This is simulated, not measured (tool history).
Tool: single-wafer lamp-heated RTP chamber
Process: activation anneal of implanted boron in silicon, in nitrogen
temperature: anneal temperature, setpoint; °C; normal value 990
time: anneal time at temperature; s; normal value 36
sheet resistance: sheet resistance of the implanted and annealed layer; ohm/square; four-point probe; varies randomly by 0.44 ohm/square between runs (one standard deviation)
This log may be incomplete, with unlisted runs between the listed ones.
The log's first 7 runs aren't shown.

run	hour	temperature	time	wafers since the last listed run	wafers since the last pyrometer calibration	wafers since the reflector plate was cleaned	hours since the gauge calibration	read-back reference wafer on the same gauge, sheet resistance	sheet resistance
8	187.9	990	36	277	1559	3439	256.7	231.00	243.66
9	220.8	990	36	560	2120	4000	289.6	231.01	242.63
10	236.9	990	36	274	2395	4274	305.7	231.05	243.05
11	253.7	990	36	286	2681	4561	322.5	231.02	242.58
12	283.6	1011	36	509	3191	5070	352.4	230.92	240.41
# hour 292.5: pyrometer window cleaned and pyrometer calibrated
13	298.8	1011	36	122	107	5193	367.6	230.93	241.62
14	328.3	1011	36	503	610	5696	397.1	230.99	241.16
15	347.3	990	36	323	934	6020	416.1	230.96	243.07
16	365.9	990	36	317	1251	6337	434.7	231.01	242.91
17	387.1	1018	15	361	1612	6699	455.9	231.04	242.30
18	420.3	1005	46	566	2178	7265	489.1	231.05	240.69
# hour 448.5: reflector plate cleaned
19	449.0	1011	22	352	2531	8	517.8	231.10	242.90
20	487.5	990	36	656	3188	665	556.3	231.10	242.53
# hour 494.2: gauge calibrated
# hour 497.1: pyrometer window cleaned and pyrometer calibrated
21	510.3	990	36	252	225	917	16.1	231.02	244.99
22	523.9	990	56	231	457	1149	29.7	230.97	243.69
23	604.1	1018	42	1367	1824	2516	109.9	230.99	240.07
24	626.9	1011	51	388	2213	2905	132.7	231.06	239.25

Forecast run 25:
25	653.8	990	36	458	2672	3364	159.6	?	?

read-back reference wafer on the same gauge, sheet resistance: 230.92
sheet resistance: 243.85 ohm/square
With no hidden state in the tool, this same run would have given sheet resistance 247.20 ohm/square.

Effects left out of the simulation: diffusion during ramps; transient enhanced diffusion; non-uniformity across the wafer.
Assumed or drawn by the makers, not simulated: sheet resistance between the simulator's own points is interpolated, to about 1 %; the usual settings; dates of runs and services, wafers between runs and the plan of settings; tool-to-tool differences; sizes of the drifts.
